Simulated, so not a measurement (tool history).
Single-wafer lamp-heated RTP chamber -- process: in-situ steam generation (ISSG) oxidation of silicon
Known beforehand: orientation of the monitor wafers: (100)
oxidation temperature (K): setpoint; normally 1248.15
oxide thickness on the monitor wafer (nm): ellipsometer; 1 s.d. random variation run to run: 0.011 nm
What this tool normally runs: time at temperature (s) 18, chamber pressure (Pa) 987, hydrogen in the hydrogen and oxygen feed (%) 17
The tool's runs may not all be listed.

run    hour  oxidation temperature (K)  time at temperature (s)  chamber pressure (Pa)  hydrogen in the hydrogen and oxygen feed (%)  read-back reference wafer on the same gauge, thickness  oxide thickness on the monitor wafer (nm)
  1       0                    1258.15                       18                    987                                            17                                                   3.999                                      4.542
  2    28.8                    1248.15                       18                    987                                            17                                                   4.003                                      4.385
  3    95.7                    1248.15                       18                    987                                            17                                                       4                                      4.386
  4   123.2                    1248.15                       18                    987                                            17                                                   3.999                                      4.391
  5   214.7                    1248.15                       18                    987                                            17                                                       4                                       4.39
  6   255.5                    1248.15                       18                    987                                            17                                                   4.004                                      4.381
  7   299.4                    1248.15                       18                    987                                            17                                                   3.994                                      4.392
  8   323.7                    1248.15                       18                    987                                            17                                                   4.002                                      4.379
      339.7  -- pressure gauge zeroed
  9   349.3                    1248.15                       18                    987                                            17                                                       4                                      4.395
 10   387.7                    1248.15                       18                    920                                            17                                                   3.999                                      4.355
 11   453.2                    1267.15                       18                    987                                            17                                                   4.002                                      4.699
 12     500                    1248.15                       18                    987                                            26                                                       4                                      4.879
      514.1  -- pyrometer window cleaned and pyrometer calibrated
 13   532.7                    1238.15                       18                    987                                            12                                                   4.001                                      3.928
 14   573.4                    1248.15                       18                   1067                                            17                                                   4.001                                       4.39
 15   624.3                    1255.15                       18                    987                                            11                                                   4.002                                      4.082
 16   656.4                    1233.15                       15                    987                                            20                                                       4                                      4.041
 17     726                    1241.15                       18                   1040                                            17                                                   3.999                                      4.298
      753.1  -- gauge calibrated
 18   757.4                    1248.15                       12                    987                                            17                                                   3.997                                      3.712
 19   797.2                    1248.15                       18                    987                                            11                                                   4.003                                      3.982
 20     867                    1248.15                       18                   1173                                            25                                                       4                                      4.797
      891.4  -- hydrogen flow controller replaced
 21   931.9                    1248.15                       18                    987                                            17                                                       4                                      4.396
 22   978.4                    1248.15                       21                   1040                                            14                                                       4                                      4.499
 23  1038.7                    1231.15                       21                   1147                                            17                                                   4.004                                       4.44
 24  1081.7                    1263.15                       18                    987                                            12                                                       4                                      4.289
     1104.5  -- pyrometer window cleaned and pyrometer calibrated
 25  1152.9                    1258.15                       23                   1067                                            25                                                   4.005                                      5.565
 26  1206.9                    1248.15                       18                    987                                            24                                                   3.998                                      4.783
 27  1238.5                    1248.15                       20                    920                                            17                                                   3.994                                      4.558
 28  1286.3                    1248.15                       18                    987                                            17                                                   4.002                                      4.381
 29  1334.3                    1267.15                       11                   1173                                            21                                                       4                                       3.97
 30  1372.9                    1248.15                       24                    987                                            11                                                   4.005                                      4.553

Give the tool's hidden conditions for every run:
true wafer temperature minus pyrometer reading, K: 0 on each run
true pressure minus gauge reading, Torr: 0 on each run
deviation of the hydrogen flow from its setpoint, %: 0 on each run
gauge reads high (%): 0 on each run

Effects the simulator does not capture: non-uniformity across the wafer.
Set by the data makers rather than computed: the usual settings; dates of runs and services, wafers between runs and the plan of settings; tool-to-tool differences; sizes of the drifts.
